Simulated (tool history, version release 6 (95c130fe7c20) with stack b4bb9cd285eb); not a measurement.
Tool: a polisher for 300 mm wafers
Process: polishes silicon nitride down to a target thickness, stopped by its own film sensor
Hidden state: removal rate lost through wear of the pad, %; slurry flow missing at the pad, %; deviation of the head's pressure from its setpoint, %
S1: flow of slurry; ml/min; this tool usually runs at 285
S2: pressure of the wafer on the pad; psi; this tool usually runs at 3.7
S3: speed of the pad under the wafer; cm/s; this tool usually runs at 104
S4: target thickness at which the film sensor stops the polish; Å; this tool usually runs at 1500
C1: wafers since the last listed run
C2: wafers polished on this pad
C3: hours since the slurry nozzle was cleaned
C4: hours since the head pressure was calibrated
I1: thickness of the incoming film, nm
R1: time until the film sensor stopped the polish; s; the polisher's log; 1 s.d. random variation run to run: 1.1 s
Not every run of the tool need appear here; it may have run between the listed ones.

run	day	S1	S2	S3	S4	C1	C2	C3	C4	I1	R1
1	0.000	285	3.7	84	1500	0	4735	126.0	65.0	350.5	113.3
# day 0.442: worn pad replaced by a new one
2	1.696	345	3.7	84	1500	412	337	166.7	105.7	356.0	109.5
3	4.158	345	3.7	84	1500	663	1001	225.8	164.8	352.3	104.6
4	6.671	285	3.7	104	1500	677	1678	286.1	225.1	355.3	92.4
5	7.888	285	3.7	104	1500	327	2006	315.3	254.3	355.3	94.0
6	9.050	285	3.7	96	1500	313	2319	343.2	282.2	351.7	96.8
7	10.108	285	3.7	96	1500	285	2605	368.6	307.6	350.7	97.0
# day 10.542: slurry nozzle cleaned
8	12.871	285	3.7	96	1500	733	3338	55.9	373.9	352.0	97.7
9	15.738	285	3.7	104	1500	772	4110	124.7	442.7	357.1	96.4
# day 16.929: worn pad replaced by a new one
10	18.321	285	3.7	104	1500	651	374	186.7	504.7	346.8	100.0
11	20.521	285	3.7	104	1500	592	967	239.5	557.5	354.9	100.6
12	21.662	285	3.7	104	1500	307	1275	266.9	584.9	343.0	96.3
13	24.392	285	3.7	104	1500	735	2010	332.4	650.4	347.3	98.3
# day 24.996: head pressure recalibrated
# day 29.079: slurry nozzle cleaned
# day 30.367: worn pad replaced by a new one, repeated, since the last time left the tool worse
14	32.450	285	3.7	104	1500	2093	561	80.9	178.9	344.1	87.0
15	35.438	285	3.7	126	1500	805	1366	152.6	250.6	342.3	74.1
16	37.088	285	3.7	126	1500	444	1811	192.2	290.2	350.5	76.9
17	39.283	285	3.7	104	2110	591	2403	244.9	342.9	349.4	63.7
18	40.538	285	3.7	104	1500	337	2741	275.0	373.0	357.0	95.6
19	41.554	315	3.7	104	1500	273	3015	299.4	397.4	353.3	92.5
20	43.371	345	2.7	132	1500	489	3504	343.0	441.0	348.5	102.3

Forecast run 21:
21	44.783	285	4.1	104	1010	380	3885	376.9	474.9	350.5	?

{"run 21": {"R1": 105.7}}
With no hidden state in the tool, this same run would have given R1 99.3 s.

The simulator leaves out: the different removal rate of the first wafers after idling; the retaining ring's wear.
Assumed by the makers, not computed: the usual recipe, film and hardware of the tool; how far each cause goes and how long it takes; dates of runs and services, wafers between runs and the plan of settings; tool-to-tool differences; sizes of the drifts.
